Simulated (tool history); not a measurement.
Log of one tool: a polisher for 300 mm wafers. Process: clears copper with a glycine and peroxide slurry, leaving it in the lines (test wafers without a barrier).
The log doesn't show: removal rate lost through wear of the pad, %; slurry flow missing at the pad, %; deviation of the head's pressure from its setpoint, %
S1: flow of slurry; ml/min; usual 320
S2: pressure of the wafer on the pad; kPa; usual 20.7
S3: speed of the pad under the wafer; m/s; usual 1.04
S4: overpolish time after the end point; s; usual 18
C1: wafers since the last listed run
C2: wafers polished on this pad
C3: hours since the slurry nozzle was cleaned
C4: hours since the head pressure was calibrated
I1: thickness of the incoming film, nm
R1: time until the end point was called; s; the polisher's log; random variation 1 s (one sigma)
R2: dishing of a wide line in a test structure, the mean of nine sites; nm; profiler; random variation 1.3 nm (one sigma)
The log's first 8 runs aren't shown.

{"run": 9, "hour": 424.2, "S1": 320, "S2": 20.7, "S3": 1.04, "S4": 18, "C1": 546, "C2": 1400, "C3": 800.1, "C4": 311.2, "I1": 620.8, "R1": 109.0, "R2": 63.3}
{"hour": 452.6, "done": "slurry nozzle cleaned"}
{"hour": 464.0, "done": "head pressure recalibrated, repeated, since the last time left the tool worse"}
{"run": 10, "hour": 475.3, "S1": 320, "S2": 20.7, "S3": 1.04, "S4": 18, "C1": 444, "C2": 1844, "C3": 22.7, "C4": 11.3, "I1": 618.1, "R1": 97.8, "R2": 67.3}
{"run": 11, "hour": 531.8, "S1": 320, "S2": 20.7, "S3": 1.04, "S4": 18, "C1": 522, "C2": 2366, "C3": 79.2, "C4": 67.8, "I1": 613.3, "R1": 97.2, "R2": 70.3}
{"run": 12, "hour": 561.5, "S1": 320, "S2": 20.7, "S3": 1.04, "S4": 18, "C1": 274, "C2": 2641, "C3": 108.9, "C4": 97.5, "I1": 616.6, "R1": 95.7, "R2": 69.2}
{"run": 13, "hour": 609.3, "S1": 320, "S2": 20.7, "S3": 1.04, "S4": 18, "C1": 441, "C2": 3082, "C3": 156.7, "C4": 145.3, "I1": 604.0, "R1": 92.8, "R2": 70.7}
{"run": 14, "hour": 648.0, "S1": 320, "S2": 20.7, "S3": 1.04, "S4": 18, "C1": 357, "C2": 3440, "C3": 195.4, "C4": 184.0, "I1": 616.3, "R1": 95.1, "R2": 69.1}
{"run": 15, "hour": 743.8, "S1": 320, "S2": 15.2, "S3": 1.2, "S4": 18, "C1": 885, "C2": 4325, "C3": 291.2, "C4": 279.8, "I1": 617.6, "R1": 107.8, "R2": 61.8}
{"run": 16, "hour": 772.8, "S1": 360, "S2": 20.7, "S3": 1.04, "S4": 18, "C1": 267, "C2": 4593, "C3": 320.2, "C4": 308.8, "I1": 614.7, "R1": 93.2, "R2": 70.7}
{"hour": 782.1, "done": "worn pad replaced by a new one"}
{"run": 17, "hour": 833.6, "S1": 320, "S2": 20.7, "S3": 1.04, "S4": 18, "C1": 524, "C2": 475, "C3": 381.0, "C4": 369.6, "I1": 619.7, "R1": 93.8, "R2": 69.1}
{"hour": 892.6, "done": "head pressure recalibrated"}
{"run": 18, "hour": 899.9, "S1": 250, "S2": 24.1, "S3": 1.04, "S4": 25, "C1": 594, "C2": 1069, "C3": 447.3, "C4": 7.3, "I1": 627.3, "R1": 90.6, "R2": 88.1}
{"run": 19, "hour": 966.5, "S1": 430, "S2": 17.2, "S3": 0.7, "S4": 18, "C1": 615, "C2": 1685, "C3": 513.9, "C4": 73.9, "I1": 611.3, "R1": 152.5, "R2": 48.5}
{"run": 20, "hour": 1017.8, "S1": 240, "S2": 20.7, "S3": 1.04, "S4": 18, "C1": 474, "C2": 2159, "C3": 565.2, "C4": 125.2, "I1": 618.8, "R1": 98.5, "R2": 67.2}
{"run": 21, "hour": 1056.8, "S1": 420, "S2": 20.7, "S3": 1.04, "S4": 14, "C1": 360, "C2": 2519, "C3": 604.2, "C4": 164.2, "I1": 608.3, "R1": 92.0, "R2": 58.2}
{"run": 22, "hour": 1121.7, "S1": 320, "S2": 20.7, "S3": 1.04, "S4": 18, "C1": 599, "C2": 3119, "C3": 669.1, "C4": 229.1, "I1": 616.0, "R1": 94.5, "R2": 69.1}
{"run": 23, "hour": 1168.5, "S1": 320, "S2": 20.7, "S3": 0.88, "S4": 15, "C1": 432, "C2": 3552, "C3": 715.9, "C4": 275.9, "I1": 616.0, "R1": 107.8, "R2": 54.2}
{"run": 24, "hour": 1195.8, "S1": 320, "S2": 20.7, "S3": 1.22, "S4": 7, "C1": 252, "C2": 3804, "C3": 743.2, "C4": 303.2, "I1": 609.3, "R1": 80.2, "R2": 37.0}
{"run": 25, "hour": 1226.1, "S1": 320, "S2": 20.7, "S3": 1.2, "S4": 18, "C1": 280, "C2": 4084, "C3": 773.5, "C4": 333.5, "I1": 611.2, "R1": 81.7, "R2": 76.9}
{"hour": 1276.4, "done": "worn pad replaced by a new one"}
{"run": 26, "hour": 1413.2, "S1": 320, "S2": 20.7, "S3": 1.04, "S4": 18, "C1": 1692, "C2": 1264, "C3": 960.6, "C4": 520.6, "I1": 622.1, "R1": 94.2, "R2": 68.4}
{"hour": 1422.1, "done": "slurry nozzle cleaned"}
{"run": 27, "hour": 1445.7, "S1": 265, "S2": 13.8, "S3": 0.88, "S4": 26, "C1": 291, "C2": 1555, "C3": 23.6, "C4": 553.1, "I1": 620.7, "R1": 151.0, "R2": 65.2}
{"hour": 1450.0, "done": "head pressure recalibrated"}
{"run": 28, "hour": 1627.2, "S1": 320, "S2": 20.7, "S3": 0.8, "S4": 18, "C1": 1658, "C2": 3214, "C3": 205.1, "C4": 177.2, "I1": 623.3, "R1": 117.1, "R2": 58.8}
{"run": 29, "hour": 1694.7, "S1": 320, "S2": 20.7, "S3": 1.04, "S4": 18, "C1": 623, "C2": 3838, "C3": 272.6, "C4": 244.7, "I1": 615.6, "R1": 93.7, "R2": 71.2}
{"run": 30, "hour": 1735.5, "S1": 380, "S2": 13.8, "S3": 1.14, "S4": 18, "C1": 377, "C2": 4215, "C3": 313.4, "C4": 285.5, "I1": 607.7, "R1": 117.5, "R2": 59.3}
{"hour": 1828.8, "done": "worn pad replaced by a new one"}
{"run": 31, "hour": 1829.3, "S1": 380, "S2": 20.7, "S3": 1.04, "S4": 10, "C1": 829, "C2": 4, "C3": 407.2, "C4": 379.3, "I1": 617.3, "R1": 92.8, "R2": 46.0}
{"run": 32, "hour": 1872.1, "S1": 320, "S2": 26.2, "S3": 0.94, "S4": 18, "C1": 395, "C2": 400, "C3": 450.0, "C4": 422.1, "I1": 623.6, "R1": 85.5, "R2": 77.8}
{"run": 33, "hour": 1902.2, "S1": 320, "S2": 26.9, "S3": 0.86, "S4": 18, "C1": 278, "C2": 678, "C3": 480.1, "C4": 452.2, "I1": 622.0, "R1": 88.3, "R2": 71.8}

5 ways to go on from here, each from the tool as it stands after run 33. What would each give?
{"run": "A", "hour": 1902.7, "S1": 320, "S2": 20.7, "S3": 1.04, "S4": 18, "C1": 4, "C2": 683, "C3": 480.6, "C4": 452.7, "I1": 615.3, "R1": "?", "R2": "?"}
{"run": "B", "hour": 1902.7, "S1": 320, "S2": 25.5, "S3": 1.16, "S4": 7, "C1": 4, "C2": 683, "C3": 480.6, "C4": 452.7, "I1": 615.3, "R1": "?", "R2": "?"}
{"run": "C", "hour": 1902.7, "S1": 230, "S2": 20.7, "S3": 0.74, "S4": 15, "C1": 4, "C2": 683, "C3": 480.6, "C4": 452.7, "I1": 615.3, "R1": "?", "R2": "?"}
{"run": "D", "hour": 1902.7, "S1": 320, "S2": 20.7, "S3": 0.7, "S4": 18, "C1": 4, "C2": 683, "C3": 480.6, "C4": 452.7, "I1": 615.3, "R1": "?", "R2": "?"}
{"run": "E", "hour": 1902.7, "S1": 320, "S2": 15.9, "S3": 1.04, "S4": 18, "C1": 4, "C2": 683, "C3": 480.6, "C4": 452.7, "I1": 615.3, "R1": "?", "R2": "?"}

run=A R1=94.1 R2=69.9
run=B R1=71.3 R2=41.7
run=C R1=127.1 R2=48.9
run=D R1=130.4 R2=55.6
run=E R1=117.4 R2=59.1
Without the tool's hidden state the same runs would have given:
run=A R1=100.9 R2=66.4
run=B R1=76.7 R2=39.2
run=C R1=135.7 R2=46.3
run=D R1=139.1 R2=52.8
run=E R1=125.5 R2=56.1
